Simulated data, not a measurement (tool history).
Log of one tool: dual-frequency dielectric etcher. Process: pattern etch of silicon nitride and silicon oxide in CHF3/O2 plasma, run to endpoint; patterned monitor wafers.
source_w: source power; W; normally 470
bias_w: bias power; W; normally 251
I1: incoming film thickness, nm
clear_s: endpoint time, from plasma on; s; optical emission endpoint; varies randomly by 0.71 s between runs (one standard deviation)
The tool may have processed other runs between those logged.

Run 1, hour 0: usual settings but source_w 520 W; I1 312.8. Result: clear_s 197.4 s.
Run 2, hour 11.4: usual settings but source_w 520 W; I1 308.7. Result: clear_s 194.5 s.
Run 3, hour 20.2: usual settings; I1 310.2. Result: clear_s 203.2 s.
Run 4, hour 31.9: usual settings but source_w 390 W; I1 306.7. Result: clear_s 214.4 s.
Run 5, hour 46.2: usual settings but source_w 390 W; I1 309.3. Result: clear_s 217.1 s.
Run 6, hour 61.1: usual settings but source_w 390 W; I1 305.2. Result: clear_s 212.8 s.
At hour 65.7: bias power generator calibrated.
At hour 92.6: wet clean of the chamber.
At hour 97.8: upper electrode replaced.
Run 7, hour 98.3: usual settings but source_w 400 W; I1 307.4. Result: clear_s 219.8 s.
Run 8, hour 98.7: usual settings but source_w 400 W; I1 309.7. Result: clear_s 221.1 s.
Run 9, hour 99.5: usual settings but source_w 400 W; I1 308. Result: clear_s 220.7 s.
Run 10, hour 106.4: usual settings but bias_w 268 W; I1 306.4. Result: clear_s 201 s.
Run 11, hour 113.4: usual settings but bias_w 268 W; I1 308.7. Result: clear_s 203 s.
At hour 122.7: source power generator calibrated.
Run 12, hour 144: usual settings but bias_w 268 W; I1 307.3. Result: clear_s 200.8 s.
Run 13, hour 157: usual settings; I1 311.1. Result: clear_s 209 s.
Run 14, hour 166.3: usual settings but source_w 530 W, bias_w 226 W; I1 310.1. Result: clear_s 209.7 s.
Run 15, hour 183.9: usual settings but source_w 370 W, bias_w 293 W; I1 308.8. Result: clear_s 210.1 s.
Run 16, hour 192.8: usual settings but source_w 380 W, bias_w 282 W; I1 308.6. Result: clear_s 210.8 s.
Run 17, hour 220.9: usual settings but source_w 550 W, bias_w 313 W; I1 307.1. Result: clear_s 174.6 s.
Run 18, hour 233.2: usual settings; I1 311.4. Result: clear_s 208 s.
Run 19, hour 245.3: usual settings; I1 308.5. Result: clear_s 207.2 s.
Run 20, hour 263.1: usual settings but source_w 530 W, bias_w 267 W; I1 309.2. Result: clear_s 190.9 s.
Run 21, hour 274.8: usual settings; I1 309.9. Result: clear_s 206.6 s.
Run 22, hour 291.7: usual settings; I1 307.4. Result: clear_s 204.9 s.
Run 23, hour 301.7: usual settings but source_w 410 W, bias_w 312 W; I1 307.1. Result: clear_s 193.9 s.
Run 24, hour 310.4: usual settings but source_w 390 W, bias_w 271 W; I1 311.7. Result: clear_s 214.6 s.
Run 25, hour 326.8: usual settings but source_w 400 W, bias_w 214 W; I1 310.1. Result: clear_s 236.9 s.
Run 26, hour 341.5: usual settings but source_w 400 W, bias_w 297 W; I1 311.6. Result: clear_s 201.8 s.
Run 27, hour 358: usual settings but source_w 360 W, bias_w 227 W; I1 310.1. Result: clear_s 239.5 s.
Run 28, hour 366.3: usual settings but source_w 560 W, bias_w 305 W; I1 304.8. Result: clear_s 172.5 s.
Run 29, hour 373.8: usual settings but bias_w 194 W; I1 310. Result: clear_s 235.3 s.
Run 30, hour 386.8: usual settings but bias_w 285 W; I1 306.9. Result: clear_s 191.1 s.
Run 31, hour 400.3: usual settings but source_w 560 W, bias_w 195 W; I1 309.3. Result: clear_s 217.5 s.
Run 32, hour 417.8: usual settings but source_w 580 W; I1 307.1. Result: clear_s 187.8 s.
Run 33, hour 433.2: usual settings; I1 307.9. Result: clear_s 203.6 s.
Run 34, hour 442.2: usual settings but bias_w 221 W; I1 309. Result: clear_s 217.7 s.
Run 35, hour 451.1: usual settings but source_w 390 W, bias_w 307 W; I1 307.7. Result: clear_s 196.3 s.

Consider 4 possible next runs. They are alternatives, not a sequence: every one starts from the tool as it was left by run 35. What does each give?
Run A, hour 451.6: usual settings; I1 309.3. Result: clear_s ?.
Run B, hour 451.6: usual settings but source_w 560 W, bias_w 286 W; I1 309.3. Result: clear_s ?.
Run C, hour 451.6: usual settings but source_w 500 W, bias_w 307 W; I1 309.3. Result: clear_s ?.
Run D, hour 451.6: usual settings but bias_w 311 W; I1 309.3. Result: clear_s ?.

run  clear_s
  A    204.8
  B    180.2
  C    181.5
  D    184.4
The same runs, with their run-to-run variation unchanged, on a tool lacking any hidden condition would have given:
run  clear_s
  A    210.1
  B    184.9
  C    186.3
  D    189.3
